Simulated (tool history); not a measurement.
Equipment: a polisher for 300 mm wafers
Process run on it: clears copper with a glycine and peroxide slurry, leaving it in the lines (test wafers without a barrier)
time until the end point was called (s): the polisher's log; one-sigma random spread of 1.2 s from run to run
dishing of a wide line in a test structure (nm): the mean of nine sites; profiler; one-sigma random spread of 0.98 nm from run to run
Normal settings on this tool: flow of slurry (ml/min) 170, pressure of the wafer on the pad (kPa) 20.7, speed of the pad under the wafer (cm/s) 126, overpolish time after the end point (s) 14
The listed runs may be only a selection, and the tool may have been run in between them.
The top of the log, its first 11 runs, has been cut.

| run | hour | flow of slurry (ml/min) | pressure of the wafer on the pad (kPa) | speed of the pad under the wafer (cm/s) | overpolish time after the end point (s) | incoming thickness of the incoming film, nm | time until the end point was called (s) | dishing of a wide line in a test structure (nm) |
|---|---|---|---|---|---|---|---|---|
| 12 | 290.4 | 170 | 20.7 | 126 | 14 | 559.4 | 110.8 | 46.0 |
|  | 304.9 | worn pad replaced by a new one |
|  | 308.1 | head pressure recalibrated |
| 13 | 315.2 | 170 | 16.5 | 126 | 14 | 558.7 | 113.6 | 44.9 |
| 14 | 340.1 | 170 | 20.7 | 126 | 14 | 556.8 | 94.1 | 52.2 |
| 15 | 396.5 | 170 | 20.7 | 126 | 14 | 561.8 | 99.4 | 50.4 |
| 16 | 415.2 | 125 | 20.7 | 126 | 14 | 559.5 | 106.2 | 47.7 |
| 17 | 446.3 | 205 | 20.7 | 126 | 14 | 557.9 | 93.7 | 49.6 |
| 18 | 465.6 | 170 | 27.6 | 126 | 14 | 557.8 | 77.1 | 61.1 |
| 19 | 488.8 | 170 | 20.7 | 126 | 14 | 568.5 | 101.6 | 49.1 |
| 20 | 516.0 | 185 | 13.8 | 126 | 9 | 556.1 | 137.2 | 24.7 |
|  | 524.3 | worn pad replaced by a new one |
| 21 | 533.3 | 170 | 20.7 | 126 | 14 | 558.7 | 101.7 | 49.8 |
| 22 | 565.6 | 185 | 13.8 | 126 | 9 | 564.2 | 140.1 | 24.9 |
| 23 | 599.4 | 140 | 20.7 | 126 | 14 | 556.3 | 105.7 | 45.5 |
|  | 619.7 | slurry nozzle cleaned |
| 24 | 635.1 | 125 | 23.4 | 160 | 19 | 560.0 | 73.8 | 82.3 |
| 25 | 658.7 | 120 | 24.1 | 86 | 7 | 553.3 | 126.2 | 21.8 |
| 26 | 691.5 | 170 | 20.7 | 126 | 11 | 560.0 | 97.5 | 40.5 |
|  | 699.5 | worn pad replaced by a new one |
| 27 | 724.5 | 170 | 20.7 | 126 | 10 | 562.5 | 99.3 | 37.5 |
| 28 | 743.7 | 190 | 26.9 | 102 | 17 | 551.0 | 90.7 | 63.9 |
| 29 | 765.6 | 170 | 20.7 | 126 | 14 | 564.5 | 99.0 | 51.4 |
| 30 | 797.6 | 190 | 26.9 | 102 | 17 | 560.8 | 96.8 | 61.4 |
| 31 | 815.7 | 200 | 20.7 | 168 | 14 | 554.2 | 74.7 | 62.0 |
| 32 | 844.0 | 170 | 20.7 | 110 | 14 | 550.5 | 110.0 | 44.7 |
| 33 | 867.0 | 110 | 20.7 | 126 | 21 | 554.0 | 113.1 | 60.5 |

Forecast each of these 5 alternatives for the next run:
| A | 867.5 | 170 | 20.7 | 126 | 14 | 569.8 | ? | ? |
| B | 867.5 | 170 | 15.2 | 114 | 21 | 569.8 | ? | ? |
| C | 867.5 | 135 | 20.7 | 104 | 14 | 569.8 | ? | ? |
| D | 867.5 | 130 | 15.9 | 82 | 22 | 569.8 | ? | ? |
| E | 867.5 | 220 | 20.7 | 110 | 14 | 569.8 | ? | ? |

| run | time until the end point was called (s) | dishing of a wide line in a test structure (nm) |
|---|---|---|
| A | 103.1 | 50.5 |
| B | 144.9 | 52.9 |
| C | 127.6 | 42.1 |
| D | 191.9 | 43.8 |
| E | 110.6 | 47.7 |
The same runs, with their run-to-run variation unchanged, on a tool lacking any hidden condition would have given:
| run | time until the end point was called (s) | dishing of a wide line in a test structure (nm) |
|---|---|---|
| A | 93.1 | 55.3 |
| B | 131.3 | 57.6 |
| C | 114.0 | 46.6 |
| D | 172.0 | 48.2 |
| E | 101.0 | 51.7 |
